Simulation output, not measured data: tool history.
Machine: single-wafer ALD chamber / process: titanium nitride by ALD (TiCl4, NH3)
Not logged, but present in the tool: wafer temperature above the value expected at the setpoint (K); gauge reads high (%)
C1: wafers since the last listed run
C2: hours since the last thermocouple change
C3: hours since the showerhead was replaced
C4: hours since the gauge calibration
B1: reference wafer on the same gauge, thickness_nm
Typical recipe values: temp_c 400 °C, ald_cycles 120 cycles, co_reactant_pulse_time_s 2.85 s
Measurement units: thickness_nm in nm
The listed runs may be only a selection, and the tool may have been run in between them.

Run 1, hour 0: usual settings but ald_cycles 135 cycles; C1 0; C2 1373.5; C3 5784.8; C4 1273.9; B1 3.052. Result: thickness_nm 2.968 nm.
Run 2, hour 56.7: usual settings but co_reactant_pulse_time_s 2.02 s; C1 131; C2 1430.2; C3 5841.5; C4 1330.6; B1 3.049. Result: thickness_nm 2.586 nm.
Run 3, hour 156: usual settings but co_reactant_pulse_time_s 2.02 s; C1 230; C2 1529.5; C3 5940.8; C4 1429.9; B1 3.044. Result: thickness_nm 2.586 nm.
Run 4, hour 208.6: usual settings; C1 122; C2 1582.1; C3 5993.4; C4 1482.5; B1 3.041. Result: thickness_nm 2.625 nm.
Run 5, hour 257.2: usual settings but temp_c 390 °C, co_reactant_pulse_time_s 3.45 s; C1 112; C2 1630.7; C3 6042; C4 1531.1; B1 3.036. Result: thickness_nm 2.638 nm.
Run 6, hour 319.1: usual settings but temp_c 390 °C, co_reactant_pulse_time_s 3.45 s; C1 143; C2 1692.6; C3 6103.9; C4 1593; B1 3.034. Result: thickness_nm 2.636 nm.
Run 7, hour 629: usual settings but co_reactant_pulse_time_s 1.99 s; C1 719; C2 2002.5; C3 6413.8; C4 1902.9; B1 3.007. Result: thickness_nm 2.549 nm.
Run 8, hour 681.3: usual settings but co_reactant_pulse_time_s 1.99 s; C1 121; C2 2054.8; C3 6466.1; C4 1955.2; B1 3.005. Result: thickness_nm 2.538 nm.
At hour 718.1: thermocouple changed; heater temperature recalibrated.
At hour 849.7: gauge calibrated.
Run 9, hour 941: usual settings; C1 584; C2 222.9; C3 6725.8; C4 91.3; B1 3.1. Result: thickness_nm 2.677 nm.
Run 10, hour 1016.2: usual settings; C1 174; C2 298.1; C3 6801; C4 166.5; B1 3.1. Result: thickness_nm 2.66 nm.
At hour 1101: showerhead replaced.
Run 11, hour 1101.5: usual settings; C1 179; C2 383.4; C3 0.5; C4 251.8; B1 3.099. Result: thickness_nm 2.689 nm.
Run 12, hour 1153.7: usual settings; C1 121; C2 435.6; C3 52.7; C4 304; B1 3.099. Result: thickness_nm 2.68 nm.
Run 13, hour 1249.3: usual settings but ald_cycles 142 cycles; C1 221; C2 531.2; C3 148.3; C4 399.6; B1 3.094. Result: thickness_nm 3.146 nm.
Run 14, hour 1312.4: usual settings but co_reactant_pulse_time_s 3.96 s; C1 146; C2 594.3; C3 211.4; C4 462.7; B1 3.095. Result: thickness_nm 2.705 nm.
Run 15, hour 1392.2: usual settings but temp_c 396 °C, co_reactant_pulse_time_s 1.92 s; C1 185; C2 674.1; C3 291.2; C4 542.5; B1 3.095. Result: thickness_nm 2.61 nm.
Run 16, hour 1446.3: usual settings but temp_c 390 °C, ald_cycles 143 cycles, co_reactant_pulse_time_s 1.99 s; C1 125; C2 728.2; C3 345.3; C4 596.6; B1 3.09. Result: thickness_nm 3.068 nm.
Run 17, hour 1502.6: usual settings; C1 130; C2 784.5; C3 401.6; C4 652.9; B1 3.092. Result: thickness_nm 2.68 nm.
Run 18, hour 1556.7: usual settings but co_reactant_pulse_time_s 1.74 s; C1 125; C2 838.6; C3 455.7; C4 707; B1 3.089. Result: thickness_nm 2.595 nm.
Run 19, hour 1601: usual settings but ald_cycles 98 cycles; C1 102; C2 882.9; C3 500; C4 751.3; B1 3.088. Result: thickness_nm 2.181 nm.
Run 20, hour 1667.3: usual settings but temp_c 395 °C, co_reactant_pulse_time_s 2.44 s; C1 153; C2 949.2; C3 566.3; C4 817.6; B1 3.086. Result: thickness_nm 2.63 nm.
Run 21, hour 1763.3: usual settings; C1 222; C2 1045.2; C3 662.3; C4 913.6; B1 3.083. Result: thickness_nm 2.656 nm.
Run 22, hour 1835.6: usual settings but temp_c 386 °C, co_reactant_pulse_time_s 3.3 s; C1 167; C2 1117.5; C3 734.6; C4 985.9; B1 3.078. Result: thickness_nm 2.638 nm.

What differs in the tool's unlogged condition from the final listed run ahead of each entry between runs to the first listed run following it?
After run 8, before run 9: thermocouple changed; heater temperature recalibrated (hour 718.1); gauge calibrated (hour 849.7)
  gauge reads high (%): -3.14 -> 0.00764
  measured result minus the result with no hidden state, thickness_nm: -0.082 -> +0 nm
After run 10, before run 11: showerhead replaced (hour 1101)
  gauge reads high (%): -0.00665 -> -0.0329
  measured result minus the result with no hidden state, thickness_nm: +0 -> -0.001 nm

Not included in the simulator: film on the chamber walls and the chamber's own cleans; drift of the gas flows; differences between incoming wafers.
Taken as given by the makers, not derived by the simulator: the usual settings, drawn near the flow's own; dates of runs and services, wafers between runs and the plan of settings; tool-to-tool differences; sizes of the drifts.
